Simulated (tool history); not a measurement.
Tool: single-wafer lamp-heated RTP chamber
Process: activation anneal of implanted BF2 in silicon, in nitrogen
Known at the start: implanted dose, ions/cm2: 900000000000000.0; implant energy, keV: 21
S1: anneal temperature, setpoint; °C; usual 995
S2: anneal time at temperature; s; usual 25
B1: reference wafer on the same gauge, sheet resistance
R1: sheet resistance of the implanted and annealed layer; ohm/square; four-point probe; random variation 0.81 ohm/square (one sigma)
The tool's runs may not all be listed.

run	hour	S1	S2	B1	R1
1	0.0	1008	13	250.42	226.75
2	63.9	1008	13	250.91	227.92
# hour 118.1: reflector plate cleaned
# hour 124.4: pyrometer window cleaned and pyrometer calibrated
3	142.6	995	25	251.34	227.78
4	234.0	995	25	251.53	226.71
5	282.1	995	25	251.81	228.06
6	357.3	995	25	252.33	228.45
7	464.6	1003	13	252.74	234.46
8	542.9	1003	13	253.17	235.13
# hour 721.1: gauge calibrated
9	849.9	1003	13	244.12	227.91
# hour 914.7: pyrometer window cleaned and pyrometer calibrated
10	932.8	995	25	243.93	221.55
# hour 991.3: reflector plate cleaned
11	994.8	995	29	244.31	216.63
12	1042.1	995	25	244.12	220.14
13	1125.4	978	19	244.13	252.43
14	1337.8	979	25	244.40	245.33
15	1383.1	995	25	244.55	221.51
16	1453.4	978	19	244.43	252.62
17	1548.7	969	38	244.69	247.97
18	1627.6	1009	37	244.78	193.38
19	1712.2	1023	39	245.08	182.14
# hour 1724.4: pyrometer window cleaned and pyrometer calibrated
20	1809.3	995	25	245.00	221.89
# hour 1857.5: reflector plate cleaned
21	1901.3	1024	32	245.14	182.99
22	1959.3	995	25	245.39	221.80
23	2021.6	972	19	245.81	266.61
24	2077.1	995	18	245.90	231.55
25	2170.3	969	12	246.06	282.17
26	2208.8	1005	36	246.25	200.24
27	2252.2	969	38	246.22	250.80
28	2300.2	982	38	246.20	229.72
29	2391.4	1009	25	246.67	205.22
30	2472.0	1008	19	247.15	213.97
# hour 2572.9: pyrometer window cleaned and pyrometer calibrated
31	2576.7	995	25	247.22	223.52
32	2618.2	967	37	247.39	257.52
# hour 2637.0: reflector plate cleaned
33	2663.0	1007	25	247.50	209.61
34	2746.8	967	19	247.91	277.53
35	2836.8	1023	39	248.19	183.51
36	2941.9	995	37	248.42	212.94

4 ways to go on from here, each from the tool as it stands after run 36. What would each give?
A	2942.3	995	25	?	?
B	2942.3	968	20	?	?
C	2942.3	969	30	?	?
D	2942.3	1009	32	?	?

run	B1	R1
A	248.45	224.36
B	248.45	273.92
C	248.45	260.53
D	248.45	200.19
Without the tool's hidden state the same runs would have given:
run	R1
A	221.14
B	269.98
C	256.79
D	197.31
